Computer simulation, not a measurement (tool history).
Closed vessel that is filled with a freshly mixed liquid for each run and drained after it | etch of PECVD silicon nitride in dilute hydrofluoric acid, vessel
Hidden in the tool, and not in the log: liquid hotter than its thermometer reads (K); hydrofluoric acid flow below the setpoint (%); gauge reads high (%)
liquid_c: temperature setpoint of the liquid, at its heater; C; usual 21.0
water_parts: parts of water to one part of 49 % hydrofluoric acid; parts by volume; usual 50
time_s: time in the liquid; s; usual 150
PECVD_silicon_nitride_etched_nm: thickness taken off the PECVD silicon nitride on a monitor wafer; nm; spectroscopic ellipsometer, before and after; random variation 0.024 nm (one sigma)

run    hour  liquid_c  water_parts  time_s  wafers since the last listed run  hours since the thermometer was replaced  hours since the hydrofluoric acid flow meter was replaced  hours since the gauge calibration  read-back film thickness of the PECVD silicon nitride reference wafer, read on the same gauge (nm)  PECVD_silicon_nitride_etched_nm
  1     0.0      21.0           60     150                                 0                                    1603.4                                                     1282.4                             1167.5                                                                                              67.678                            3.702
  2    26.9      21.0           60     150                              3012                                    1630.3                                                     1309.3                             1194.4                                                                                              67.617                            3.707
  3    74.3      21.0           50      95                              5307                                    1677.7                                                     1356.7                             1241.8                                                                                              67.525                            2.788
  4   126.7      21.0           50      95                              5867                                    1730.1                                                     1409.1                             1294.2                                                                                              67.380                            2.780
  5   292.6      21.0           50      95                             18576                                    1896.0                                                     1575.0                             1460.1                                                                                              67.074                            2.769
  6   331.0      21.0           50     150                              4299                                    1934.4                                                     1613.4                             1498.5                                                                                              66.989                            4.315
  7   370.9      21.0           50     150                              4467                                    1974.3                                                     1653.3                             1538.4                                                                                              66.904                            4.350
  8   400.9      21.0           50     150                              3359                                    2004.3                                                     1683.3                             1568.4                                                                                              66.877                            4.360
  9   467.1      21.0           50     150                              7412                                    2070.5                                                     1749.5                             1634.6                                                                                              66.697                            4.346
 10   525.5      21.0           50     150                              6539                                    2128.9                                                     1807.9                             1693.0                                                                                              66.589                            4.344
 11   558.4      21.0           50     150                              3683                                    2161.8                                                     1840.8                             1725.9                                                                                              66.551                            4.322
 12   591.3      21.0           50     150                              3683                                    2194.7                                                     1873.7                             1758.8                                                                                              66.459                            4.377
 13   626.2      21.0           50     150                              3907                                    2229.6                                                     1908.6                             1793.7                                                                                              66.400                            4.343
 14   686.9      21.0           50     150                              6796                                    2290.3                                                     1969.3                             1854.4                                                                                              66.280                            4.333
 15   749.7      21.0           50     150                              7032                                    2353.1                                                     2032.1                             1917.2                                                                                              66.157                            4.356
      760.2  -- hydrofluoric acid flow meter replaced
      779.0  -- gauge calibrated
 16   800.9      21.0           50     150                              5621                                    2404.3                                                       40.7                               21.9                                                                                              69.702                            4.536
 17   851.3      17.0           50     190                              5643                                    2454.7                                                       91.1                               72.3                                                                                              69.582                            4.372
      911.4  -- thermometer replaced
 18   916.2      21.0           50     150                              7155                                       4.8                                                      156.0                              137.2                                                                                              69.454                            4.513
 19   960.6      21.0           50      95                              4971                                      49.2                                                      200.4                              181.6                                                                                              69.382                            2.871
 20  1024.2      21.0           50     150                              7121                                     112.8                                                      264.0                              245.2                                                                                              69.260                            4.494
 21  1055.0      21.0           50     150                              3448                                     143.6                                                      294.8                              276.0                                                                                              69.180                            4.522
 22  1094.3      18.5           50     225                              4400                                     182.9                                                      334.1                              315.3                                                                                              69.111                            5.633
 23  1307.8      26.0           70     195                             23906                                     396.4                                                      547.6                              528.8                                                                                              68.647                            5.884
 24  1360.8      19.5           50     120                              5934                                     449.4                                                      600.6                              581.8                                                                                              68.557                            3.214
 25  1424.1      21.0           35      75                              7088                                     512.7                                                      663.9                              645.1                                                                                              68.405                            3.152
 26  1454.9      18.5           60     230                              3448                                     543.5                                                      694.7                              675.9                                                                                              68.363                            4.766
 27  1524.8      19.0           50     150                              7827                                     613.4                                                      764.6                              745.8                                                                                              68.189                            3.837
 28  1593.4      21.0           50      80                              7681                                     682.0                                                      833.2                              814.4                                                                                              68.079                            2.362
 29  1639.1      21.0           50     200                              5117                                     727.7                                                      878.9                              860.1                                                                                              67.952                            5.903
 30  1700.4      21.0           50     150                              6864                                     789.0                                                      940.2                              921.4                                                                                              67.855                            4.434
 31  1760.8      18.0           65      90                              6763                                     849.4                                                     1000.6                              981.8                                                                                              67.728                            1.654
 32  1796.4      21.0           30     150                              3986                                     885.0                                                     1036.2                             1017.4                                                                                              67.660                            7.270
 33  1845.6      21.0           50     150                              5509                                     934.2                                                     1085.4                             1066.6                                                                                              67.556                            4.418

Forecast each of these 3 alternatives for the next run:
  A  1846.3      21.0           50     150                                78                                     934.9                                                     1086.1                             1067.3                                                                                                   ?                                ?
  B  1846.3      23.0           35      60                                78                                     934.9                                                     1086.1                             1067.3                                                                                                   ?                                ?
  C  1846.3      25.5           35     175                                78                                     934.9                                                     1086.1                             1067.3                                                                                                   ?                                ?

run  read-back film thickness of the PECVD silicon nitride reference wafer, read on the same gauge (nm)  PECVD_silicon_nitride_etched_nm
  A                                                                                              67.509                            4.413
  B                                                                                              67.509                            2.865
  C                                                                                              67.509                            9.899
Without the tool's hidden state the same runs would have given:
run  PECVD_silicon_nitride_etched_nm
  A                            4.573
  B                            2.969
  C                           10.259

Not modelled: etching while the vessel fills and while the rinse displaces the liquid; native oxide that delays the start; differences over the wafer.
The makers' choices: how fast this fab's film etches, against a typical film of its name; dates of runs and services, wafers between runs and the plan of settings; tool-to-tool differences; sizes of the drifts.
